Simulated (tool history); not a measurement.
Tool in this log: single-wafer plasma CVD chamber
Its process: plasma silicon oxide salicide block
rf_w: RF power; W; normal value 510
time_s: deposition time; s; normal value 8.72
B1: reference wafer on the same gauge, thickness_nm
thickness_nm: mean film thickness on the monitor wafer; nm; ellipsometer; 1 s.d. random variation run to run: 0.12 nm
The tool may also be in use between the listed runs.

{"run": 1, "hour": 0.0, "rf_w": 510, "time_s": 7.98, "B1": 87.111, "thickness_nm": 73.859}
{"run": 2, "hour": 7.7, "rf_w": 510, "time_s": 8.72, "B1": 87.038, "thickness_nm": 80.585}
{"run": 3, "hour": 16.0, "rf_w": 510, "time_s": 8.72, "B1": 87.098, "thickness_nm": 80.587}
{"run": 4, "hour": 22.0, "rf_w": 510, "time_s": 8.72, "B1": 87.082, "thickness_nm": 80.728}
{"run": 5, "hour": 34.4, "rf_w": 510, "time_s": 8.72, "B1": 87.132, "thickness_nm": 80.694}
{"hour": 49.2, "done": "showerhead replaced"}
{"run": 6, "hour": 49.7, "rf_w": 540, "time_s": 9.73, "B1": 87.112, "thickness_nm": 92.485}
{"run": 7, "hour": 58.6, "rf_w": 510, "time_s": 8.72, "B1": 87.093, "thickness_nm": 80.61}
{"hour": 60.7, "done": "gauge calibrated"}
{"run": 8, "hour": 69.4, "rf_w": 575, "time_s": 7.31, "B1": 87.079, "thickness_nm": 71.127}
{"hour": 77.6, "done": "RF generator calibrated"}
{"run": 9, "hour": 86.8, "rf_w": 510, "time_s": 8.72, "B1": 87.131, "thickness_nm": 80.795}
{"run": 10, "hour": 98.0, "rf_w": 510, "time_s": 10.17, "B1": 87.109, "thickness_nm": 94.076}
{"run": 11, "hour": 115.3, "rf_w": 510, "time_s": 8.72, "B1": 87.102, "thickness_nm": 80.397}
{"run": 12, "hour": 123.2, "rf_w": 440, "time_s": 9.99, "B1": 87.075, "thickness_nm": 86.582}
{"run": 13, "hour": 139.7, "rf_w": 460, "time_s": 7.4, "B1": 87.064, "thickness_nm": 65.429}
{"run": 14, "hour": 147.6, "rf_w": 510, "time_s": 10.02, "B1": 87.103, "thickness_nm": 92.82}
{"run": 15, "hour": 158.1, "rf_w": 435, "time_s": 7.93, "B1": 87.115, "thickness_nm": 68.344}

5 ways to go on from here, each from the tool as it stands after run 15. What would each give?
{"run": "A", "hour": 158.5, "rf_w": 510, "time_s": 8.72, "B1": "?", "thickness_nm": "?"}
{"run": "B", "hour": 158.5, "rf_w": 595, "time_s": 7.69, "B1": "?", "thickness_nm": "?"}
{"run": "C", "hour": 158.5, "rf_w": 440, "time_s": 7.99, "B1": "?", "thickness_nm": "?"}
{"run": "D", "hour": 158.5, "rf_w": 470, "time_s": 9.66, "B1": "?", "thickness_nm": "?"}
{"run": "E", "hour": 158.5, "rf_w": 415, "time_s": 9.28, "B1": "?", "thickness_nm": "?"}

run=A B1=87.052 thickness_nm=80.646
run=B B1=87.052 thickness_nm=75.794
run=C B1=87.052 thickness_nm=69.248
run=D B1=87.052 thickness_nm=86.234
run=E B1=87.052 thickness_nm=78.28
Without the tool's hidden state the same runs would have given:
run=A thickness_nm=80.646
run=B thickness_nm=75.794
run=C thickness_nm=69.248
run=D thickness_nm=86.234
run=E thickness_nm=78.28

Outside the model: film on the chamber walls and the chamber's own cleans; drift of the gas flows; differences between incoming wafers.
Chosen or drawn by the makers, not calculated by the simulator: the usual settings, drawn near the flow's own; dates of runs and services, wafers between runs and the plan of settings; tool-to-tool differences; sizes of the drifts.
